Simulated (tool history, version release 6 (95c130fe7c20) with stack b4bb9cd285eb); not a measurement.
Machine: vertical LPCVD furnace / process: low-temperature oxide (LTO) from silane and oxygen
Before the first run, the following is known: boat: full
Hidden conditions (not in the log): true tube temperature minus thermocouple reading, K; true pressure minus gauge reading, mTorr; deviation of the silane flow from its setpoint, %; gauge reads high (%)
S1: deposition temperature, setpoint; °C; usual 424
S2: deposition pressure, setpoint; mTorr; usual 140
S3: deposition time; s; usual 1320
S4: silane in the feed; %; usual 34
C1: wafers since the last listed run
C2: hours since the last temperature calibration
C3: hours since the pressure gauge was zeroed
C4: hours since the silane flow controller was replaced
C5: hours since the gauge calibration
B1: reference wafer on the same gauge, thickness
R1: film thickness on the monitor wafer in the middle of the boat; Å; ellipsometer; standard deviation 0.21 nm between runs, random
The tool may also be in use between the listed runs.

run   hour   S1   S2    S3  S4    C1      C2      C3      C4     C5      B1      R1
  1      0  424  140  1320  37     0  2862.8  3704.7  5159.2  155.4  166.03    1578
  2   10.4  424  140  1320  37   250  2873.2  3715.1  5169.6  165.8  166.03  1575.8
  3     27  424  140  1320  37   399  2889.8  3731.7  5186.2  182.4     166  1578.2
  4   73.1  424  140  1320  34  1108  2935.9  3777.8  5232.3  228.5  166.01  1419.4
  5   80.7  424  140  1320  34   182  2943.5  3785.4  5239.9  236.1  165.99    1417
  6   90.5  424  140  1320  39   235  2953.3  3795.2  5249.7  245.9  165.99  1672.3
  7  101.1  424  140  1320  39   254  2963.9  3805.8  5260.3  256.5     166  1671.1
     101.2  -- gauge calibrated
  8  107.4  424  140  1320  39   151  2970.2  3812.1  5266.6    6.2  165.98  1675.6
  9  114.6  424  140  1320  34   173  2977.4  3819.3  5273.8   13.4  165.96  1418.9
 10  124.3  424  140  1320  34   233  2987.1    3829  5283.5   23.1     166  1413.9
 11  138.9  424  140  1320  34   350  3001.7  3843.6  5298.1   37.7  165.95  1416.4
 12  150.1  429  140  1320  34   269  3012.9  3854.8  5309.3   48.9  166.03  1493.5
       189  -- silane flow controller replaced
 13  189.5  429  140  1320  34   370  3052.3  3894.2     0.5   88.3  166.02  1492.7
 14  192.9  431  140  1320  36    81  3055.7  3897.6     3.9   91.7  166.01  1629.1
 15  196.2  424  170  1320  34    79    3059  3900.9     7.2     95  165.97  1742.8
 16  199.5  424  110  1320  34    79  3062.3  3904.2    10.5   98.3  166.03  1097.9
       230  -- pressure gauge zeroed
       236  -- thermocouples replaced and temperature profile calibrated
 17  236.5  424  140  1320  34   167     0.5     6.5    47.5  135.3  165.99  1434.6
 18  239.9  429  130  1710  34    81     3.9     9.9    50.9  138.7  166.01  1821.4
 19  249.3  427  140   990  38   225    13.3    19.3    60.3  148.1  166.06  1277.4
 20  264.1  417  140  1320  34   355    28.1    34.1    75.1  162.9  166.01  1331.6
 21  270.2  431  120  1140  36   146    34.2    40.2    81.2    169  166.05  1232.3
 22  302.8  420  140  1320  39   783    66.8    72.8   113.8  201.6  165.97    1631
 23  309.8  424  125  1320  34   168    73.8    79.8   120.8  208.6  165.99  1286.2
       312  -- gauge calibrated
 24    359  424  140  1320  39  1182     123     129     170     47  166.02  1699.1
 25  372.6  417  160  1710  30   326   136.6   142.6   183.6   60.6  165.99  1667.6
 26  388.6  429  170   900  37   384   152.6   158.6   199.6   76.6     166  1398.1
 27    400  424  140  1320  34   274     164     170     211     88  165.98  1448.3

Alternative continuations, all from the tool just after run 27; predict every row:
  A  403.4  424  140  1320  34  81  167.4  173.4  214.4  91.4   ?   ?
  B  403.4  424  140  1320  32  81  167.4  173.4  214.4  91.4   ?   ?
  C  403.4  424  165  1320  34  81  167.4  173.4  214.4  91.4   ?   ?
  D  403.4  417  140  1830  34  81  167.4  173.4  214.4  91.4   ?   ?
  E  403.4  413  140  1320  34  81  167.4  173.4  214.4  91.4   ?   ?

run   B1      R1
  A  166  1441.7
  B  166  1331.1
  C  166  1698.7
  D  166  1855.4
  E  166  1281.4
What these runs would have given with no unlogged condition in the tool:
run      R1
  A  1422.5
  B  1313.1
  C  1676.5
  D  1830.1
  E  1263.7
